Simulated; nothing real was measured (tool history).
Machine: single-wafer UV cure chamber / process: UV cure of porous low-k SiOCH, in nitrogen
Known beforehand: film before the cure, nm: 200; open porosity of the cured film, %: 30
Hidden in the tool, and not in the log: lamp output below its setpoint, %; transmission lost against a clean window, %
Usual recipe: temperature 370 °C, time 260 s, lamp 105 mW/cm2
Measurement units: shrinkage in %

run    hour  temperature  time  lamp  wafers since the last listed run  hours since the UV bulbs were replaced  wafers since the quartz window was cleaned  shrinkage
  1     0.0          370   180   105                                 0                                    17.3                                        1794     12.549
  2    84.9          370   180   105                               806                                   102.2                                        2601     12.418
  3   131.2          370   180   105                               440                                   148.5                                        3041     12.345
  4   186.8          370   260   105                               528                                   204.1                                        3569     14.126
  5   245.1          370   260   105                               554                                   262.4                                        4124     13.741
  6   304.0          370   260   105                               559                                   321.3                                        4683     14.023
  7   356.7          370   260   105                               500                                   374.0                                        5184     13.833
  8   401.7          370   260   105                               427                                   419.0                                        5612     13.693
      470.8  -- quartz window cleaned
  9   471.3          370   260   105                               585                                   488.6                                           4     14.888
 10   550.8          362   260   105                               755                                   568.1                                         760     14.522
 11   626.7          362   260   105                               721                                   644.0                                        1481     14.192
 12   705.4          362   260   105                               748                                   722.7                                        2229     14.072
 13   770.4          370   260   105                               617                                   787.7                                        2847     13.849
 14   852.2          370   260   105                               777                                   869.5                                        3624     14.012
      945.9  -- UV bulbs replaced
 15   950.3          370   260   105                               856                                     4.4                                        4481     13.677
 16  1016.5          370   260   105                               629                                    70.6                                        5110     13.579
     1114.3  -- quartz window cleaned
 17  1171.4          370   210   105                              1396                                   225.5                                         543     13.584
 18  1219.0          370   210   105                               452                                   273.1                                         995     13.195
 19  1444.8          370   370   105                              2146                                   498.9                                        3141     16.071
 20  1549.8          354   325   105                               997                                   603.9                                        4139     14.931
 21  1642.8          370   260   105                               883                                   696.9                                        5023     13.789
 22  1699.7          387   405    80                               540                                   753.8                                        5564     14.995
     1762.0  -- quartz window cleaned
 23  1762.5          363   390    69                               520                                   816.6                                           4     14.961
     1946.5  -- UV bulbs replaced
 24  2051.7          370   260   105                              2672                                   105.2                                        2677     14.411
 25  2275.7          385   355   105                              2129                                   329.2                                        4806     16.027
     2324.5  -- quartz window cleaned
 26  2377.9          375   175   105                               895                                   431.4                                         507     12.736
 27  2450.8          370   260   105                               692                                   504.3                                        1200     15.025
 28  2509.6          370   310   135                               558                                   563.1                                        1759     16.411
 29  2546.6          370   120    93                               351                                   600.1                                        2110      9.808
 30  2589.2          370   170   105                               404                                   642.7                                        2515     11.818
 31  2660.8          370   135   105                               680                                   714.3                                        3196     10.759
 32  2719.1          370   260   105                               554                                   772.6                                        3750     14.249
 33  2791.3          379   360   132                               686                                   844.8                                        4436     17.175
 34  2830.7          370   300   105                               374                                   884.2                                        4811     14.632
 35  2930.0          370   260   144                               943                                   983.5                                        5755     15.564
 36  2973.2          377   375   105                               410                                  1026.7                                        6165     16.105
     3012.4  -- quartz window cleaned
 37  3067.8          375   365   122                               823                                  1121.3                                         526     16.741

Below are 4 alternative next runs, each starting from the tool's condition after run 37. Predict each:
  A  3068.3          370   360   105                                 4                                  1121.8                                         531          ?
  B  3068.3          370   260   137                                 4                                  1121.8                                         531          ?
  C  3068.3          352   360   105                                 4                                  1121.8                                         531          ?
  D  3068.3          370   260    81                                 4                                  1121.8                                         531          ?

run  shrinkage
  A     16.091
  B     15.776
  C     15.678
  D     13.055
With no hidden state in the tool, these same runs would have given:
run  shrinkage
  A     16.603
  B     16.286
  C     16.188
  D     13.542
